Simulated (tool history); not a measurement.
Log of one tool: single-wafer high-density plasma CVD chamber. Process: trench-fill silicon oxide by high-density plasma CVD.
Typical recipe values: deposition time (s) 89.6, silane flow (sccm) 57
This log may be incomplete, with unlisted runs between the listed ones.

run    hour  deposition time (s)  silane flow (sccm)  wafers since the last listed run  hours since the silane flow controller was replaced  hours since the gauge calibration  read-back reference wafer on the same gauge, thickness_nm  mean film thickness on the monitor wafer (angstrom)
  1       0                 89.6                  57                                 0                                               1941.7                              230.4                                                    454.463                                              5337.53
  2    65.2                 89.6                  57                               589                                               2006.9                              295.6                                                    452.716                                              5285.63
  3   132.3                 94.5                  57                               607                                                 2074                              362.7                                                    451.236                                              5595.51
  4     325                 94.5                  57                              1743                                               2266.7                              555.4                                                    448.609                                               5523.7
  5   392.8                 94.5                  57                               613                                               2334.5                              623.2                                                    447.995                                              5542.63
  6   471.8                 89.6                  57                               714                                               2413.5                              702.2                                                    447.777                                              5249.72
  7   556.3                 89.6                  57                               764                                                 2498                              786.7                                                    447.161                                              5204.81
  8   610.1                 75.7                  65                               486                                               2551.8                              840.5                                                    446.773                                               5009.8
  9   651.5                 97.7                  57                               374                                               2593.2                              881.9                                                    446.453                                              5667.24
 10   746.7                 97.7                  57                               861                                               2688.4                              977.1                                                    446.127                                              5719.91
 11   805.1                 89.6                  57                               528                                               2746.8                             1035.5                                                    445.921                                              5257.93
      811.2  -- gauge calibrated
 12   844.1                 89.6                  57                               352                                               2785.8                               32.9                                                     461.89                                              5420.77
 13   930.7                 89.6                  57                               783                                               2872.4                              119.5                                                    459.502                                              5391.96
 14   969.3                 89.6                  57                               349                                                 2911                              158.1                                                    457.648                                              5342.52
 15    1029                 75.6                  54                               540                                               2970.7                              217.8                                                     456.59                                              4307.71
 16  1118.7                 89.6                  57                               811                                               3060.4                              307.5                                                    454.581                                              5318.74
 17  1217.8                 73.4                  46                               896                                               3159.5                              406.6                                                    453.052                                              3500.14
 18  1262.6                  103                  50                               405                                               3204.3                              451.4                                                    452.333                                              5383.18
     1297.6  -- silane flow controller replaced
 19  1354.5                 72.7                  62                               759                                                 56.9                              543.3                                                    450.688                                              4633.45
 20    1637                 98.9                  67                              2555                                                339.4                              825.8                                                    448.256                                              6808.02
 21  1696.5                 89.6                  57                               538                                                398.9                              885.3                                                    448.878                                              5237.91
 22  1743.8                 98.2                  52                               427                                                446.2                              932.6                                                      448.3                                               5213.7
 23  1802.9                  104                  51                               534                                                505.3                              991.7                                                    448.045                                              5433.38
 24  1892.8                 82.6                  65                               813                                                595.2                             1081.6                                                    448.161                                              5506.88
 25  1970.2                 98.8                  50                               700                                                672.6                               1159                                                    447.603                                              5077.93
 26  2016.7                 89.6                  57                               420                                                719.1                             1205.5                                                    446.962                                              5248.91
     2027.4  -- gauge calibrated
 27  2126.4                 78.4                  51                               992                                                828.8                                 99                                                    458.789                                              4215.96

For each run, what was the tool's unlogged condition?
delivered silane flow above the setpoint (%): 0, the same for each run
H1: gauge reads high (%)
run      H1
  1    -1.7
  2   -2.01
  3   -2.28
  4   -2.84
  5   -2.98
  6   -3.12
  7   -3.24
  8   -3.31
  9   -3.35
 10   -3.44
 11   -3.48
 12   0.023
 13  -0.622
 14  -0.868
 15   -1.21
 16   -1.63
 17      -2
 18   -2.14
 19   -2.38
 20   -2.86
 21   -2.93
 22   -2.97
 23   -3.02
 24   -3.08
 25   -3.13
 26   -3.15
 27  -0.766
